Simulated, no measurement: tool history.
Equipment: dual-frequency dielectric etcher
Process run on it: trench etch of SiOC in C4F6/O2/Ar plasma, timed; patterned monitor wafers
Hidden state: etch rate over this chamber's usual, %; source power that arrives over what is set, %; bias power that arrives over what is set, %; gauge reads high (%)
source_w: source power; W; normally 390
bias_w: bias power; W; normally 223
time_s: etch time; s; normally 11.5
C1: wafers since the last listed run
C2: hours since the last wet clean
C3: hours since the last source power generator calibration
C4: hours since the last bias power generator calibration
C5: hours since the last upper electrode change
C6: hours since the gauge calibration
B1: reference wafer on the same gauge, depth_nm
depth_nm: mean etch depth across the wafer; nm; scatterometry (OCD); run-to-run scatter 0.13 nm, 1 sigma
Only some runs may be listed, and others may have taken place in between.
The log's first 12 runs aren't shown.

-- day=18.333 wet clean of the chamber
run 13 day=18.354 | source_w=390 bias_w=223 time_s=11.5 | C1=632 C2=0.5 C3=387.9 C4=245.1 C5=360.7 C6=484.6 | B1=25.79 | depth_nm=26.17
run 14 day=18.367 | source_w=390 bias_w=223 time_s=11.5 | C1=5 C2=0.8 C3=388.2 C4=245.4 C5=361 C6=484.9 | B1=25.76 | depth_nm=26.15
run 15 day=18.779 | source_w=300 bias_w=223 time_s=11.5 | C1=184 C2=10.7 C3=398.1 C4=255.3 C5=370.9 C6=494.8 | B1=25.8 | depth_nm=23.23
run 16 day=20.088 | source_w=390 bias_w=223 time_s=11.5 | C1=585 C2=42.1 C3=429.5 C4=286.7 C5=402.3 C6=526.2 | B1=25.83 | depth_nm=26.23
run 17 day=21.1 | source_w=390 bias_w=251 time_s=11.5 | C1=453 C2=66.4 C3=453.8 C4=311 C5=426.6 C6=550.5 | B1=25.8 | depth_nm=26.83
run 18 day=22.542 | source_w=390 bias_w=201 time_s=11.5 | C1=645 C2=101 C3=488.4 C4=345.6 C5=461.2 C6=585.1 | B1=25.89 | depth_nm=26.01
run 19 day=23.65 | source_w=390 bias_w=223 time_s=11.5 | C1=496 C2=127.6 C3=515 C4=372.2 C5=487.8 C6=611.7 | B1=25.9 | depth_nm=26.26
run 20 day=24.571 | source_w=290 bias_w=259 time_s=12.5 | C1=412 C2=149.7 C3=537.1 C4=394.3 C5=509.9 C6=633.8 | B1=25.91 | depth_nm=25.79
run 21 day=25.2 | source_w=390 bias_w=245 time_s=8.5 | C1=281 C2=164.8 C3=552.2 C4=409.4 C5=525 C6=648.9 | B1=25.95 | depth_nm=20.02
run 22 day=26.196 | source_w=390 bias_w=188 time_s=8.5 | C1=446 C2=188.7 C3=576.1 C4=433.3 C5=548.9 C6=672.8 | B1=25.94 | depth_nm=18.96
run 23 day=27.021 | source_w=390 bias_w=223 time_s=11.5 | C1=369 C2=208.5 C3=595.9 C4=453.1 C5=568.7 C6=692.6 | B1=25.96 | depth_nm=26.51
run 24 day=28.067 | source_w=420 bias_w=223 time_s=13 | C1=468 C2=233.6 C3=621 C4=478.2 C5=593.8 C6=717.7 | B1=26 | depth_nm=30.99
run 25 day=29.204 | source_w=390 bias_w=261 time_s=11.5 | C1=509 C2=260.9 C3=648.3 C4=505.5 C5=621.1 C6=745 | B1=26.05 | depth_nm=27.14
run 26 day=30.646 | source_w=420 bias_w=180 time_s=12.5 | C1=645 C2=295.5 C3=682.9 C4=540.1 C5=655.7 C6=779.6 | B1=26.02 | depth_nm=29
run 27 day=32.108 | source_w=330 bias_w=177 time_s=11.5 | C1=655 C2=330.6 C3=718 C4=575.2 C5=690.8 C6=814.7 | B1=26.08 | depth_nm=23.75
-- day=36.583 wet clean of the chamber
run 28 day=36.604 | source_w=310 bias_w=245 time_s=8.5 | C1=1565 C2=0.5 C3=825.9 C4=683.1 C5=798.7 C6=922.6 | B1=26.22 | depth_nm=18.08
run 29 day=38.512 | source_w=390 bias_w=223 time_s=11.5 | C1=854 C2=46.3 C3=871.7 C4=728.9 C5=844.5 C6=968.4 | B1=26.28 | depth_nm=26.55
run 30 day=39.175 | source_w=460 bias_w=223 time_s=13 | C1=296 C2=62.2 C3=887.6 C4=744.8 C5=860.4 C6=984.3 | B1=26.32 | depth_nm=32.85

Below are 4 alternative next runs, each starting from the tool's condition after run 30. Predict each:
run A day=39.192 | source_w=390 bias_w=223 time_s=11.5 | C1=7 C2=62.6 C3=888 C4=745.2 C5=860.8 C6=984.7 | B1=? | depth_nm=?
run B day=39.192 | source_w=350 bias_w=237 time_s=11.5 | C1=7 C2=62.6 C3=888 C4=745.2 C5=860.8 C6=984.7 | B1=? | depth_nm=?
run C day=39.192 | source_w=320 bias_w=194 time_s=11.5 | C1=7 C2=62.6 C3=888 C4=745.2 C5=860.8 C6=984.7 | B1=? | depth_nm=?
run D day=39.192 | source_w=390 bias_w=205 time_s=11.5 | C1=7 C2=62.6 C3=888 C4=745.2 C5=860.8 C6=984.7 | B1=? | depth_nm=?

run=A B1=26.29 depth_nm=26.66
run=B B1=26.29 depth_nm=25.65
run=C B1=26.29 depth_nm=23.78
run=D B1=26.29 depth_nm=26.29
The same runs, with their run-to-run variation unchanged, on a tool lacking any hidden condition would have given:
run=A depth_nm=26.05
run=B depth_nm=25.06
run=C depth_nm=23.23
run=D depth_nm=25.68
